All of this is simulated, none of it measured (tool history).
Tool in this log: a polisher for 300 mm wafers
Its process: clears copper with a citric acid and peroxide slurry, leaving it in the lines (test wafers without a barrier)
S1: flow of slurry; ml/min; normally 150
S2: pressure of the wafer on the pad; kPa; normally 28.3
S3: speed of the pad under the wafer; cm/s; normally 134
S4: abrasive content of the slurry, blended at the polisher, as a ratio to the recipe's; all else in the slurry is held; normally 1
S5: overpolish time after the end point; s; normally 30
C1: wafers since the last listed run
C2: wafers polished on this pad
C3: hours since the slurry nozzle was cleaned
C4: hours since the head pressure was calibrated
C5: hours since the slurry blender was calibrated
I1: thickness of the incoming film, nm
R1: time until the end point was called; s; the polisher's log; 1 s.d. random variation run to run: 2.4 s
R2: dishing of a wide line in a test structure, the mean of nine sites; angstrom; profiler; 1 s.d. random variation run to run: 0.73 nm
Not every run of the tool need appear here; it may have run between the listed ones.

run	day	S1	S2	S3	S4	S5	C1	C2	C3	C4	C5	I1	R1	R2
1	0	150	20.7	134	1	30	0	1896	176.9	729.4	390.7	535.5	189.9	461
# day 1.317: slurry blender recalibrated
# day 2.758: worn pad replaced by a new one
2	2.779	150	20.7	134	1	30	473	4	243.6	796.1	35.1	538.7	194.6	448
3	4.908	150	20.7	134	1	30	398	402	294.7	847.2	86.2	526.1	188	446
4	6.733	150	28.3	134	1	30	341	744	338.5	891	130	535.3	154.6	527
5	10.196	150	28.3	134	1	30	648	1392	421.6	974.1	213.1	529	157.6	520
6	12.038	150	28.3	134	1	30	344	1737	465.8	1018.3	257.3	531.9	160.9	505
# day 16.725: slurry blender recalibrated
# day 18.029: worn pad replaced by a new one
7	22.767	150	28.3	134	1	21	1962	887	723.3	1275.8	145	535.5	168.7	390
# day 23.7: head pressure recalibrated
8	26.833	150	28.3	134	0.85	30	745	1633	820.9	75.2	242.6	524.2	153.9	511
# day 27.762: slurry nozzle cleaned
9	29.562	150	28.3	134	1.15	30	503	2136	43.2	140.7	308.1	535.8	131	553
10	31.233	150	28.3	134	1.15	30	312	2449	83.3	180.8	348.2	529.4	132.8	556
# day 33.233: worn pad replaced by a new one
11	33.829	150	28.3	134	1.15	30	454	111	145.6	243.1	410.5	526.5	136.4	560
12	35.771	150	28.3	134	1	39	363	475	192.2	289.7	457.1	538	138.9	628
# day 36.088: slurry blender recalibrated
13	37.546	150	28.3	134	1.1	30	316	791	234.8	332.3	35	517.8	136.1	544
14	40.508	130	37.9	134	1	30	554	1346	305.9	403.4	106.1	529	119.8	618
15	44.004	150	20.7	134	1	30	654	2001	389.8	487.3	190	530.7	189.5	458
16	46.279	150	34.5	134	1	30	425	2427	444.4	541.9	244.6	529.6	129	600
# day 48.704: worn pad replaced by a new one
17	49.612	150	28.3	134	1	30	592	170	524.4	621.9	324.6	534.4	151.6	525
18	52.971	170	28.3	134	1.3	43	628	798	605	702.5	405.2	532.5	142.5	661
# day 54.979: slurry blender recalibrated
19	57.279	150	34.5	134	1	30	791	1590	708.4	805.9	55.2	534.7	130.9	581
# day 58.892: slurry nozzle cleaned
20	59.871	170	28.3	160	0.75	39	477	2067	23.5	868.1	117.4	533.2	128	639
21	61.521	150	28.3	134	1	18	308	2376	63.1	907.7	157	528.9	142.8	392
# day 62.3: worn pad replaced by a new one
22	65.529	195	20.7	134	0.8	35	719	605	159.3	1003.9	253.2	521.9	184.7	501
23	70.029	150	32.4	134	1	30	842	1447	267.3	1111.9	361.2	530.4	135.5	557
# day 71.546: slurry blender recalibrated
24	72.867	150	28.3	134	1	36	515	1963	335.4	1180	31.7	533.4	153.4	571

3 ways to go on from here, each from the tool as it stands after run 24. What would each give?
A	72.888	150	23.4	134	1	30	3	1967	335.9	1180.5	32.2	536.7	?	?
B	72.888	150	31	134	1	30	3	1967	335.9	1180.5	32.2	536.7	?	?
C	72.888	150	28.3	180	1.25	30	3	1967	335.9	1180.5	32.2	536.7	?	?

run	R1	R2
A	184.5	475
B	146.9	552
C	126.3	595
What these runs would have given with no unlogged condition in the tool:
run	R1	R2
A	157.1	526
B	125	606
C	107.5	647
